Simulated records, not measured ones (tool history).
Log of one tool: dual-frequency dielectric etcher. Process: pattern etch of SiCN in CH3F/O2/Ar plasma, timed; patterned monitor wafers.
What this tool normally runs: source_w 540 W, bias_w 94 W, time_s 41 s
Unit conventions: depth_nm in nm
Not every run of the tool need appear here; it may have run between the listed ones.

run    hour  source_w  bias_w  time_s  read-back reference wafer on the same gauge, depth_nm  depth_nm
  1       0       540      94      41                                                  18.48     18.84
  2    82.1       540      94      41                                                  18.52     18.67
      128.9  -- wet clean of the chamber
  3   149.6       540     106      41                                                  18.47     19.85
  4     218       540     106      41                                                   18.5     19.68
  5   261.5       540     106      41                                                   18.5     19.61
  6   345.2       540      94      41                                                  18.51     18.98
  7   421.6       540      94      41                                                  18.46     18.89
  8     513       540      94      41                                                  18.49     18.77
      599.4  -- wet clean of the chamber
  9   616.9       600      94      41                                                  18.47     19.65
 10   683.3       600      94      41                                                   18.5     19.62
 11   748.8       540      94      41                                                  18.51      19.1
 12   840.2       490      82      37                                                  18.49     16.25
      941.8  -- upper electrode replaced, of another model than before
 13   942.3       540      94      41                                                  18.49     18.88
 14   980.6       540      94      41                                                  18.51     18.79
 15  1062.1       640     103      41                                                   18.5     20.54
     1115.3  -- wet clean of the chamber
 16  1115.8       660      81      41                                                  18.49     19.88

Run 17 is up next; what results do you expect?
 17  1144.3       420     113    52.5                                                      ?         ?

{"run 17": {"read-back reference wafer on the same gauge, depth_nm": 18.49, "depth_nm": 23.81}}
Were there no unlogged condition in the tool, this run, its random variation unchanged, would have produced depth_nm 23.84 nm.

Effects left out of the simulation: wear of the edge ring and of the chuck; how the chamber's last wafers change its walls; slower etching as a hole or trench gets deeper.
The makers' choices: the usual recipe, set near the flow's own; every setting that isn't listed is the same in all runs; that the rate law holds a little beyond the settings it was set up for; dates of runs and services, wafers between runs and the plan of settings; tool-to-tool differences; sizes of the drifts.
